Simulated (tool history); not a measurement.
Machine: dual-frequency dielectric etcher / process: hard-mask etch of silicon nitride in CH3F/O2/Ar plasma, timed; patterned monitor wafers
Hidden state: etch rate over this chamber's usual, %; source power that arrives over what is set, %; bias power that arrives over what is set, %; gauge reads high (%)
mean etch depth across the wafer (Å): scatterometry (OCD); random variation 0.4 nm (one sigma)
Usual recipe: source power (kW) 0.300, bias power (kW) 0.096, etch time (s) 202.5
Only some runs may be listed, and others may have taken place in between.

run,day,source power (kW),bias power (kW),etch time (s),wafers since the last listed run,hours since the last wet clean,hours since the last source power generator calibration,hours since the last bias power generator calibration,hours since the last upper electrode change,hours since the gauge calibration,"read-back reference wafer on the same gauge, depth_nm",mean etch depth across the wafer (Å)
1,0.000,0.300,0.096,202.5,0,228.8,4299.3,3028.0,4667.1,37.0,159.9,1405
2,0.633,0.300,0.096,202.5,138,244.0,4314.5,3043.2,4682.3,52.2,160.2,1400
3,2.275,0.300,0.096,202.5,358,283.4,4353.9,3082.6,4721.7,91.6,160.0,1403
4,2.817,0.320,0.096,202.5,118,296.4,4366.9,3095.6,4734.7,104.6,160.0,1422
5,3.283,0.320,0.096,202.5,101,307.6,4378.1,3106.8,4745.9,115.8,159.8,1423
6,3.729,0.330,0.096,202.5,97,318.3,4388.8,3117.5,4756.6,126.5,160.3,1434
# day 4.567: source power generator calibrated
7,4.588,0.330,0.096,202.5,151,338.9,0.5,3138.1,4777.2,147.1,160.0,1436
8,4.950,0.330,0.096,202.5,79,347.6,9.2,3146.8,4785.9,155.8,160.0,1430
# day 5.579: bias power generator calibrated
# day 6.554: upper electrode replaced, of another model than before
9,6.575,0.300,0.077,202.5,105,386.6,48.2,23.9,0.5,194.8,160.1,1312
10,6.592,0.300,0.077,202.5,3,387.0,48.6,24.3,0.9,195.2,160.1,1317
11,6.754,0.300,0.096,202.5,35,390.9,52.5,28.2,4.8,199.1,159.9,1397
12,7.254,0.300,0.096,202.5,109,402.9,64.5,40.2,16.8,211.1,160.0,1395
13,7.750,0.350,0.108,202.5,108,414.8,76.4,52.1,28.7,223.0,160.2,1521
14,8.038,0.240,0.086,245.0,62,421.7,83.3,59.0,35.6,229.9,160.1,1495
15,8.354,0.230,0.072,151.5,69,429.3,90.9,66.6,43.2,237.5,160.1,873
16,8.612,0.350,0.115,227.5,56,435.5,97.1,72.8,49.4,243.7,160.0,1738
# day 9.321: gauge calibrated
# day 9.650: wet clean of the chamber
17,9.671,0.230,0.072,151.5,12,0.5,122.5,98.2,74.8,8.4,160.1,884
18,9.688,0.330,0.096,202.5,3,0.9,122.9,98.6,75.2,8.8,160.0,1463
19,9.700,0.360,0.103,253.5,2,1.2,123.2,98.9,75.5,9.1,160.0,1930
20,10.317,0.240,0.074,186.5,134,16.0,138.0,113.7,90.3,23.9,160.3,1122
21,10.667,0.300,0.096,152.0,76,24.4,146.4,122.1,98.7,32.3,160.0,1053
22,11.312,0.300,0.087,202.5,141,39.9,161.9,137.6,114.2,47.8,159.9,1378
23,11.696,0.300,0.096,202.5,83,49.1,171.1,146.8,123.4,57.0,159.9,1420
24,12.167,0.270,0.096,202.5,102,60.4,182.4,158.1,134.7,68.3,160.1,1356
25,12.621,0.300,0.118,254.0,99,71.3,193.3,169.0,145.6,79.2,160.0,1873
26,12.933,0.360,0.096,262.5,68,78.8,200.8,176.5,153.1,86.7,160.2,1957

Predict each of these 4 candidate next runs independently; none follows another, all start after run 26:
A,12.954,0.300,0.096,202.5,4,79.3,201.3,177.0,153.6,87.2,?,?
B,12.954,0.300,0.096,168.0,4,79.3,201.3,177.0,153.6,87.2,?,?
C,12.954,0.300,0.115,224.5,4,79.3,201.3,177.0,153.6,87.2,?,?
D,12.954,0.330,0.080,246.5,4,79.3,201.3,177.0,153.6,87.2,?,?

run,"read-back reference wafer on the same gauge, depth_nm",mean etch depth across the wafer (Å)
A,160.1,1407
B,160.1,1167
C,160.1,1641
D,160.1,1692
With no hidden state in the tool, these same runs would have given:
run,mean etch depth across the wafer (Å)
A,1412
B,1172
C,1648
D,1699
